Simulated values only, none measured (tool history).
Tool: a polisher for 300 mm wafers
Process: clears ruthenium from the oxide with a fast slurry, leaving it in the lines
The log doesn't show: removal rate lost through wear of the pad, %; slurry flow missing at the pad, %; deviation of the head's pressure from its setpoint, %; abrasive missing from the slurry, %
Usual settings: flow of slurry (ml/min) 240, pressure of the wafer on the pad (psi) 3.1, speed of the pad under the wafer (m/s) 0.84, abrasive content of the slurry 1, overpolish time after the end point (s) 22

run     day  flow of slurry (ml/min)  pressure of the wafer on the pad (psi)  speed of the pad under the wafer (m/s)  abrasive content of the slurry  overpolish time after the end point (s)  wafers since the last listed run  wafers polished on this pad  hours since the slurry nozzle was cleaned  hours since the head pressure was calibrated  hours since the slurry blender was calibrated  incoming thickness of the incoming film, nm  time until the end point was called (s)  dishing of a wide line in a test structure (nm)
  1       0                      240                                     3.1                                    0.84                               1                                       17                                 0                         1906                                      152.2                                          83.8                                          319.7                                        117.7                                     31.2                                               49
  2   1.992                      240                                     3.1                                    0.84                               1                                       17                               606                         2512                                        200                                         131.6                                          367.5                                        121.2                                     31.2                                             50.1
      3.104  -- slurry blender recalibrated
        4.1  -- slurry nozzle cleaned
  3   4.121                      240                                     3.1                                    0.84                               1                                       17                               610                         3123                                        0.5                                         182.7                                           24.4                                        119.1                                     31.4                                             48.8
      4.925  -- worn pad replaced by a new one
  4   5.762                      240                                     3.1                                    0.84                               1                                       22                               449                          254                                       39.9                                         222.1                                           63.8                                        121.3                                     31.4                                               62
  5   6.933                      240                                     3.1                                    0.84                               1                                       22                               356                          611                                         68                                         250.2                                           91.9                                        120.2                                     31.7                                               58
  6   9.629                      240                                     3.1                                    0.84                               1                                       22                               821                         1432                                      132.7                                         314.9                                          156.6                                        120.4                                     31.8                                             57.7
     15.804  -- slurry nozzle cleaned
  7  16.196                      310                                     3.1                                    0.84                               1                                       22                              1987                         3420                                        9.4                                         472.5                                          314.2                                        119.8                                       31                                             62.4
     16.492  -- worn pad replaced by a new one
  8  18.112                      310                                     3.1                                    0.84                               1                                       22                               533                          493                                       55.4                                         518.5                                          360.2                                        117.2                                     30.8                                             59.2
  9  20.358                      240                                     3.1                                    0.84                             0.8                                       22                               684                         1177                                      109.3                                         572.4                                          414.1                                        122.5                                     38.7                                             53.6
 10   22.45                      240                                     3.1                                    0.84                             0.8                                       22                               637                         1814                                      159.5                                         622.6                                          464.3                                          120                                     37.5                                             51.4
     23.496  -- slurry blender recalibrated
 11  23.804                      240                                     3.1                                    0.84                             0.8                                       22                               387                         2201                                        192                                         655.1                                            7.4                                        121.3                                     39.2                                             50.1
     25.662  -- worn pad replaced by a new one
 12  25.688                      290                                     2.8                                    0.84                            0.85                                       12                               522                            7                                      237.2                                         700.3                                           52.6                                        119.6                                     38.6                                             29.3
     25.817  -- head pressure recalibrated
 13  26.912                      240                                     3.1                                    0.84                               1                                       22                               347                          354                                      266.6                                          26.3                                             82                                        118.3                                     31.3                                               60
     27.467  -- slurry nozzle cleaned
 14  29.817                      240                                     3.1                                    0.84                               1                                       22                               871                         1226                                       56.4                                            96                                          151.7                                        117.8                                     31.4                                             57.9
 15  32.438                      240                                     3.1                                    0.64                               1                                       22                               798                         2025                                      119.3                                         158.9                                          214.6                                        120.5                                     41.6                                             47.7
 16  34.329                      240                                     3.1                                    0.84                            1.25                                       22                               576                         2601                                      164.7                                         204.3                                            260                                        117.2                                     28.5                                             63.6
 17  35.971                      240                                     3.1                                    0.84                               1                                       22                               500                         3101                                      204.1                                         243.7                                          299.4                                          120                                     32.5                                             60.1
     37.442  -- worn pad replaced by a new one
 18  37.904                      210                                     3.1                                    0.66                             0.8                                       22                               538                          140                                      250.5                                         290.1                                          345.8                                        120.7                                     48.6                                             42.3
     38.175  -- slurry nozzle cleaned
 19  39.921                      240                                     3.1                                    0.84                             0.8                                       22                               601                          742                                       41.9                                         338.5                                          394.2                                        121.5                                     38.2                                             50.6
     43.058  -- slurry blender recalibrated
     47.967  -- slurry nozzle cleaned
     48.175  -- worn pad replaced by a new one
 20  48.396                      310                                     3.7                                    0.84                             0.9                                       22                              2492                           67                                       10.3                                         541.9                                          128.1                                        120.7                                     29.5                                               64
 21  50.071                      205                                     2.8                                    0.84                               1                                       22                               510                          577                                       50.5                                         582.1                                          168.3                                        121.7                                     38.9                                             49.8
 22  51.967                      320                                     3.1                                    0.84                            1.25                                       22                               577                         1155                                         96                                         627.6                                          213.8                                        120.9                                     30.1                                             62.3

Forecast each of these 4 alternatives for the next run:
  A  51.983                      240                                     3.1                                    0.84                               1                                       22                                 5                         1160                                       96.4                                           628                                          214.2                                        120.8                                        ?                                                ?
  B  51.983                      275                                     3.1                                    0.84                               1                                       22                                 5                         1160                                       96.4                                           628                                          214.2                                        120.8                                        ?                                                ?
  C  51.983                      240                                     3.1                                    0.98                             0.9                                       13                                 5                         1160                                       96.4                                           628                                          214.2                                        120.8                                        ?                                                ?
  D  51.983                      240                                     3.1                                    0.84                            0.75                                       22                                 5                         1160                                       96.4                                           628                                          214.2                                        120.8                                        ?                                                ?

run  time until the end point was called (s)  dishing of a wide line in a test structure (nm)
  A                                     34.2                                               57
  B                                     33.7                                             57.7
  C                                     31.2                                             39.2
  D                                     41.2                                             48.7
Without the tool's hidden state the same runs would have given:
run  time until the end point was called (s)  dishing of a wide line in a test structure (nm)
  A                                       32                                             60.2
  B                                     31.5                                               61
  C                                     29.2                                             41.6
  D                                     38.5                                             51.6
